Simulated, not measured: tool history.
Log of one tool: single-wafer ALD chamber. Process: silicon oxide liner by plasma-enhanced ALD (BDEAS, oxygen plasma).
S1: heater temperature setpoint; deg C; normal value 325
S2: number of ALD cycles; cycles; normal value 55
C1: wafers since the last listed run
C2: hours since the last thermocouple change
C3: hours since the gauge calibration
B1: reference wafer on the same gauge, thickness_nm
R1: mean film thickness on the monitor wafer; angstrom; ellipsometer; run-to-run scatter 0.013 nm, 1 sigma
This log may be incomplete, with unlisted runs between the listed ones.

{"run": 1, "hour": 0.0, "S1": 325, "S2": 55, "C1": 0, "C2": 322.9, "C3": 732.3, "B1": 6.171, "R1": 53.26}
{"hour": 17.7, "done": "gauge calibrated"}
{"run": 2, "hour": 104.2, "S1": 325, "S2": 55, "C1": 476, "C2": 427.1, "C3": 86.5, "B1": 6.169, "R1": 52.95}
{"run": 3, "hour": 149.3, "S1": 325, "S2": 55, "C1": 206, "C2": 472.2, "C3": 131.6, "B1": 6.177, "R1": 53.33}
{"run": 4, "hour": 206.4, "S1": 325, "S2": 55, "C1": 261, "C2": 529.3, "C3": 188.7, "B1": 6.169, "R1": 53.17}
{"run": 5, "hour": 246.4, "S1": 325, "S2": 55, "C1": 182, "C2": 569.3, "C3": 228.7, "B1": 6.17, "R1": 53.3}
{"run": 6, "hour": 330.3, "S1": 325, "S2": 55, "C1": 383, "C2": 653.2, "C3": 312.6, "B1": 6.171, "R1": 53.02}
{"run": 7, "hour": 412.8, "S1": 334, "S2": 55, "C1": 377, "C2": 735.7, "C3": 395.1, "B1": 6.168, "R1": 52.56}
{"run": 8, "hour": 469.8, "S1": 334, "S2": 55, "C1": 260, "C2": 792.7, "C3": 452.1, "B1": 6.171, "R1": 52.64}
{"run": 9, "hour": 572.8, "S1": 314, "S2": 63, "C1": 471, "C2": 895.7, "C3": 555.1, "B1": 6.164, "R1": 61.58}
{"run": 10, "hour": 645.7, "S1": 318, "S2": 61, "C1": 333, "C2": 968.6, "C3": 628, "B1": 6.17, "R1": 59.47}
{"hour": 707.1, "done": "thermocouple changed; heater temperature recalibrated"}
{"run": 11, "hour": 750.0, "S1": 312, "S2": 55, "C1": 440, "C2": 42.9, "C3": 732.3, "B1": 6.168, "R1": 53.99}
{"hour": 772.1, "done": "gauge calibrated"}
{"run": 12, "hour": 856.9, "S1": 332, "S2": 52, "C1": 488, "C2": 149.8, "C3": 84.8, "B1": 6.171, "R1": 49.8}
{"run": 13, "hour": 925.4, "S1": 325, "S2": 55, "C1": 313, "C2": 218.3, "C3": 153.3, "B1": 6.169, "R1": 52.92}
{"run": 14, "hour": 970.1, "S1": 325, "S2": 55, "C1": 204, "C2": 263, "C3": 198, "B1": 6.169, "R1": 53.27}
{"run": 15, "hour": 1024.7, "S1": 331, "S2": 48, "C1": 249, "C2": 317.6, "C3": 252.6, "B1": 6.169, "R1": 46}
{"run": 16, "hour": 1065.1, "S1": 331, "S2": 61, "C1": 184, "C2": 358, "C3": 293, "B1": 6.169, "R1": 58.3}

Take each entry between the runs: how does the hidden state at the last listed run before it differ from the hidden state at the first listed run after it?
After run 1, before run 2: gauge calibrated (hour 17.7)
  no hidden state differs between the two runs
After run 10, before run 11: thermocouple changed; heater temperature recalibrated (hour 707.1)
  no hidden state differs between the two runs
After run 11, before run 12: gauge calibrated (hour 772.1)
  no hidden state differs between the two runs

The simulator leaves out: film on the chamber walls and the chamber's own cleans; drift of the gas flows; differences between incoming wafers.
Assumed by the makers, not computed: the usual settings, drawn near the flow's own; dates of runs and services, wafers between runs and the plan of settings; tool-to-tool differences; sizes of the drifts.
